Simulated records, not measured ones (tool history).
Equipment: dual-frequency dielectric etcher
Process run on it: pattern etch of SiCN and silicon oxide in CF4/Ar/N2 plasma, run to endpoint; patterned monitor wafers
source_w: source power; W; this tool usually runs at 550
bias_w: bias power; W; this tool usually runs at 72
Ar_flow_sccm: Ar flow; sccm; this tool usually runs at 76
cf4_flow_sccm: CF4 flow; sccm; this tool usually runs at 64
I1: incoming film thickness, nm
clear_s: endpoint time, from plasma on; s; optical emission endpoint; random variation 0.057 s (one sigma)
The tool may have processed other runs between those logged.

Run 1, hour 0.0: usual settings; I1 12.66. Result: clear_s 12.9 s.
Run 2, hour 23.9: usual settings; I1 12.61. Result: clear_s 12.7 s.
Run 3, hour 38.2: usual settings but source_w 460 W, bias_w 82 W; I1 12.55. Result: clear_s 14.4 s.
Run 4, hour 51.7: usual settings but cf4_flow_sccm 57 sccm; I1 12.54. Result: clear_s 12.9 s.
Run 5, hour 72.8: usual settings but cf4_flow_sccm 57 sccm; I1 12.71. Result: clear_s 13.0 s.
At hour 110.5: wet clean of the chamber.
Run 6, hour 111.0: usual settings but cf4_flow_sccm 57 sccm; I1 12.66. Result: clear_s 13.4 s.
Run 7, hour 126.2: usual settings; I1 12.60. Result: clear_s 13.0 s.
At hour 138.2: source power generator calibrated.
Run 8, hour 148.1: usual settings; I1 12.64. Result: clear_s 13.1 s.
Run 9, hour 173.0: usual settings but source_w 480 W, bias_w 65 W, Ar_flow_sccm 69 sccm, cf4_flow_sccm 75 sccm; I1 12.47. Result: clear_s 14.9 s.
Run 10, hour 190.7: usual settings but source_w 460 W, bias_w 82 W; I1 12.50. Result: clear_s 14.6 s.
Run 11, hour 220.3: usual settings but bias_w 56 W, Ar_flow_sccm 70 sccm, cf4_flow_sccm 59 sccm; I1 12.55. Result: clear_s 14.4 s.
At hour 229.6: Ar flow controller replaced.
Run 12, hour 239.3: usual settings but bias_w 67 W; I1 12.61. Result: clear_s 13.4 s.
Run 13, hour 254.1: usual settings but bias_w 79 W; I1 12.47. Result: clear_s 12.3 s.
Run 14, hour 266.5: usual settings but cf4_flow_sccm 48 sccm; I1 12.57. Result: clear_s 13.6 s.
At hour 311.0: bias power generator calibrated.
At hour 317.0: upper electrode replaced.
Run 15, hour 317.5: usual settings; I1 12.51. Result: clear_s 12.8 s.
Run 16, hour 318.7: usual settings but source_w 640 W, Ar_flow_sccm 82 sccm, cf4_flow_sccm 50 sccm; I1 12.56. Result: clear_s 11.8 s.
Run 17, hour 343.7: usual settings; I1 12.50. Result: clear_s 12.8 s.
At hour 359.6: CF4 flow controller replaced.
Run 18, hour 373.0: usual settings but bias_w 83 W; I1 12.53. Result: clear_s 12.1 s.
Run 19, hour 388.5: usual settings but source_w 680 W, bias_w 88 W, Ar_flow_sccm 90 sccm, cf4_flow_sccm 78 sccm; I1 12.55. Result: clear_s 9.4 s.
Run 20, hour 416.1: usual settings but bias_w 67 W; I1 12.66. Result: clear_s 13.3 s.
Run 21, hour 451.4: usual settings but source_w 480 W, bias_w 88 W, Ar_flow_sccm 65 sccm, cf4_flow_sccm 70 sccm; I1 12.70. Result: clear_s 13.1 s.
Run 22, hour 481.4: usual settings but cf4_flow_sccm 51 sccm; I1 12.57. Result: clear_s 13.4 s.
Run 23, hour 494.5: usual settings but cf4_flow_sccm 57 sccm; I1 12.58. Result: clear_s 13.0 s.

Below are 5 alternative next runs, each starting from the tool's condition after run 23. Predict each:
Run A, hour 494.9: usual settings but cf4_flow_sccm 69 sccm; I1 12.53. Result: clear_s ?.
Run B, hour 494.9: usual settings but bias_w 88 W, Ar_flow_sccm 62 sccm; I1 12.53. Result: clear_s ?.
Run C, hour 494.9: usual settings but bias_w 86 W; I1 12.53. Result: clear_s ?.
Run D, hour 494.9: usual settings but source_w 410 W, bias_w 85 W, Ar_flow_sccm 91 sccm; I1 12.53. Result: clear_s ?.
Run E, hour 494.9: usual settings but Ar_flow_sccm 71 sccm, cf4_flow_sccm 73 sccm; I1 12.53. Result: clear_s ?.

run  clear_s
  A     12.6
  B     11.3
  C     11.8
  D     16.6
  E     12.4
Had the tool no hidden state, the same runs would have come out as:
run  clear_s
  A     13.0
  B     11.7
  C     12.1
  D     17.1
  E     12.7
